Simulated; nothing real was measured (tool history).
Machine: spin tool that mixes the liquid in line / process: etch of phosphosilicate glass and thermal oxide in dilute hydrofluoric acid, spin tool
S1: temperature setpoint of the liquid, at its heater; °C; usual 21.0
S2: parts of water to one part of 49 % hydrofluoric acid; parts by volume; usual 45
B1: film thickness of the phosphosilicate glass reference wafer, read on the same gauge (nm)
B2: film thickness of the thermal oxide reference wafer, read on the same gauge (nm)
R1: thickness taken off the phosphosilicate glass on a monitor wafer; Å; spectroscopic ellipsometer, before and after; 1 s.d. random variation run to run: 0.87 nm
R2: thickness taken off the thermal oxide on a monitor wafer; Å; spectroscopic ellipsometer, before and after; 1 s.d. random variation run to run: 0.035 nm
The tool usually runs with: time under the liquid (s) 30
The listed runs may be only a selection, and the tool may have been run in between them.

run 1 day=0.000 | S1=21.0 S2=40 time_under_the_liquid_(s)=30 | B1=30.02 B2=130.006 | R1=1293.4 R2=35.46
run 2 day=2.004 | S1=19.0 S2=45 time_under_the_liquid_(s)=30 | B1=29.98 B2=130.011 | R1=1051.2 R2=28.44
-- day=3.183 thermometer replaced
run 3 day=3.721 | S1=24.0 S2=45 time_under_the_liquid_(s)=30 | B1=30.01 B2=129.968 | R1=1353.1 R2=36.87
run 4 day=10.654 | S1=21.0 S2=45 time_under_the_liquid_(s)=30 | B1=30.00 B2=130.006 | R1=1180.2 R2=32.30
run 5 day=14.875 | S1=17.0 S2=60 time_under_the_liquid_(s)=30 | B1=29.98 B2=129.966 | R1=736.0 R2=20.02
run 6 day=17.021 | S1=21.0 S2=30 time_under_the_liquid_(s)=25 | B1=30.01 B2=130.026 | R1=1519.8 R2=41.14
-- day=18.958 hydrofluoric acid flow meter replaced
run 7 day=24.008 | S1=21.0 S2=25 time_under_the_liquid_(s)=30 | B1=30.02 B2=130.040 | R1=2203.2 R2=59.41
run 8 day=26.217 | S1=25.5 S2=65 time_under_the_liquid_(s)=20 | B1=30.01 B2=129.995 | R1=642.1 R2=17.45
run 9 day=30.029 | S1=21.0 S2=45 time_under_the_liquid_(s)=45 | B1=30.00 B2=130.031 | R1=1785.1 R2=47.79
run 10 day=32.254 | S1=21.0 S2=60 time_under_the_liquid_(s)=30 | B1=30.01 B2=130.026 | R1=866.9 R2=23.41
run 11 day=33.925 | S1=21.0 S2=45 time_under_the_liquid_(s)=30 | B1=29.99 B2=129.971 | R1=1161.3 R2=31.89
run 12 day=35.438 | S1=19.5 S2=35 time_under_the_liquid_(s)=50 | B1=30.00 B2=129.991 | R1=2402.3 R2=65.33
run 13 day=39.875 | S1=21.0 S2=45 time_under_the_liquid_(s)=20 | B1=30.01 B2=130.019 | R1=787.6 R2=21.68
run 14 day=41.467 | S1=21.0 S2=45 time_under_the_liquid_(s)=30 | B1=29.99 B2=129.992 | R1=1163.0 R2=31.98
run 15 day=43.496 | S1=17.5 S2=55 time_under_the_liquid_(s)=30 | B1=30.00 B2=130.027 | R1=819.3 R2=22.27

The next listed run, before its measurement:
run 16 day=46.504 | S1=23.0 S2=55 time_under_the_liquid_(s)=20 | B1=? B2=? | R1=? R2=?

B1: 30.01
B2: 129.969
R1: 686.3 Å
R2: 18.48 Å
On a tool with no hidden condition, and with the same random variation, this run would have come out at R1 694.0 Å, R2 18.69 Å.
